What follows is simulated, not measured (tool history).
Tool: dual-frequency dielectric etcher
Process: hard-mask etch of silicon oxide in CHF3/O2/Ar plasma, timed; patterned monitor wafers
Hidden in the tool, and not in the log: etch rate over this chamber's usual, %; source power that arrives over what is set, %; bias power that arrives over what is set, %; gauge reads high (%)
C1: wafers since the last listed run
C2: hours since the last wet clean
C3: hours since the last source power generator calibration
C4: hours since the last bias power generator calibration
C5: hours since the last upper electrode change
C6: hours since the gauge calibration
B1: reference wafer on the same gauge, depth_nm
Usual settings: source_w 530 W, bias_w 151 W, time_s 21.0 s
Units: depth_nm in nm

run 1 day=0.000 | source_w=530 bias_w=151 time_s=25.5 | C1=0 C2=299.8 C3=4237.6 C4=2051.3 C5=4182.3 C6=630.3 | B1=43.29 | depth_nm=46.20
run 2 day=0.750 | source_w=530 bias_w=151 time_s=25.5 | C1=236 C2=317.8 C3=4255.6 C4=2069.3 C5=4200.3 C6=648.3 | B1=43.34 | depth_nm=46.40
run 3 day=2.204 | source_w=530 bias_w=134 time_s=21.0 | C1=458 C2=352.7 C3=4290.5 C4=2104.2 C5=4235.2 C6=683.2 | B1=43.31 | depth_nm=36.44
-- day=5.388 wet clean of the chamber
run 4 day=5.408 | source_w=530 bias_w=134 time_s=21.0 | C1=694 C2=0.5 C3=4367.4 C4=2181.1 C5=4312.1 C6=760.1 | B1=43.24 | depth_nm=34.85
run 5 day=7.971 | source_w=530 bias_w=151 time_s=21.0 | C1=807 C2=62.0 C3=4428.9 C4=2242.6 C5=4373.6 C6=821.6 | B1=43.35 | depth_nm=36.82
run 6 day=9.125 | source_w=530 bias_w=151 time_s=21.0 | C1=363 C2=89.7 C3=4456.6 C4=2270.3 C5=4401.3 C6=849.3 | B1=43.33 | depth_nm=36.72
run 7 day=10.458 | source_w=530 bias_w=151 time_s=21.0 | C1=420 C2=121.7 C3=4488.6 C4=2302.3 C5=4433.3 C6=881.3 | B1=43.31 | depth_nm=36.91
-- day=11.362 bias power generator calibrated
run 8 day=14.004 | source_w=530 bias_w=151 time_s=21.0 | C1=1064 C2=206.8 C3=4573.7 C4=63.4 C5=4518.4 C6=966.4 | B1=43.26 | depth_nm=37.26
run 9 day=15.162 | source_w=530 bias_w=151 time_s=21.0 | C1=364 C2=234.6 C3=4601.5 C4=91.2 C5=4546.2 C6=994.2 | B1=43.33 | depth_nm=37.40
-- day=15.454 gauge calibrated
run 10 day=16.633 | source_w=430 bias_w=151 time_s=22.5 | C1=463 C2=269.9 C3=4636.8 C4=126.5 C5=4581.5 C6=28.3 | B1=43.25 | depth_nm=37.03
run 11 day=17.142 | source_w=430 bias_w=151 time_s=22.5 | C1=160 C2=282.1 C3=4649.0 C4=138.7 C5=4593.7 C6=40.5 | B1=43.31 | depth_nm=37.02
-- day=18.671 source power generator calibrated
run 12 day=18.692 | source_w=430 bias_w=151 time_s=22.5 | C1=435 C2=319.3 C3=0.5 C4=175.9 C5=4630.9 C6=77.7 | B1=43.30 | depth_nm=36.99
-- day=19.925 wet clean of the chamber
run 13 day=19.946 | source_w=450 bias_w=151 time_s=21.0 | C1=80 C2=0.5 C3=30.6 C4=206.0 C5=4661.0 C6=107.8 | B1=43.28 | depth_nm=34.29
run 14 day=19.958 | source_w=450 bias_w=151 time_s=21.0 | C1=3 C2=0.8 C3=30.9 C4=206.3 C5=4661.3 C6=108.1 | B1=43.27 | depth_nm=34.34
run 15 day=20.854 | source_w=530 bias_w=118 time_s=14.5 | C1=282 C2=22.3 C3=52.4 C4=227.8 C5=4682.8 C6=129.6 | B1=43.24 | depth_nm=22.97
run 16 day=22.262 | source_w=410 bias_w=161 time_s=15.5 | C1=443 C2=56.1 C3=86.2 C4=261.6 C5=4716.6 C6=163.4 | B1=43.24 | depth_nm=25.37
run 17 day=22.933 | source_w=430 bias_w=134 time_s=15.5 | C1=211 C2=72.2 C3=102.3 C4=277.7 C5=4732.7 C6=179.5 | B1=43.25 | depth_nm=23.88
run 18 day=24.058 | source_w=430 bias_w=184 time_s=21.0 | C1=354 C2=99.2 C3=129.3 C4=304.7 C5=4759.7 C6=206.5 | B1=43.28 | depth_nm=36.93
run 19 day=24.850 | source_w=570 bias_w=151 time_s=21.0 | C1=249 C2=118.2 C3=148.3 C4=323.7 C5=4778.7 C6=225.5 | B1=43.26 | depth_nm=38.24
-- day=26.425 upper electrode replaced
run 20 day=26.446 | source_w=410 bias_w=181 time_s=25.0 | C1=187 C2=156.5 C3=186.6 C4=362.0 C5=0.5 C6=263.8 | B1=43.36 | depth_nm=43.04
run 21 day=27.525 | source_w=440 bias_w=177 time_s=24.5 | C1=340 C2=182.4 C3=212.5 C4=387.9 C5=26.4 C6=289.7 | B1=43.29 | depth_nm=43.02
run 22 day=28.846 | source_w=490 bias_w=151 time_s=21.0 | C1=416 C2=214.1 C3=244.2 C4=419.6 C5=58.1 C6=321.4 | B1=43.28 | depth_nm=36.23
run 23 day=29.517 | source_w=530 bias_w=134 time_s=21.0 | C1=211 C2=230.2 C3=260.3 C4=435.7 C5=74.2 C6=337.5 | B1=43.30 | depth_nm=35.63
run 24 day=30.371 | source_w=490 bias_w=187 time_s=15.5 | C1=269 C2=250.7 C3=280.8 C4=456.2 C5=94.7 C6=358.0 | B1=43.26 | depth_nm=29.34
run 25 day=34.004 | source_w=530 bias_w=151 time_s=21.0 | C1=1144 C2=337.9 C3=368.0 C4=543.4 C5=181.9 C6=445.2 | B1=43.35 | depth_nm=37.79

The next listed run, before its measurement:
run 26 day=34.838 | source_w=490 bias_w=187 time_s=15.5 | C1=262 C2=357.9 C3=388.0 C4=563.4 C5=201.9 C6=465.2 | B1=? | depth_nm=?

Run 26 gave B1 43.35, depth_nm 29.57 nm.
Without the tool's hidden state the same run would have given depth_nm 28.78 nm.
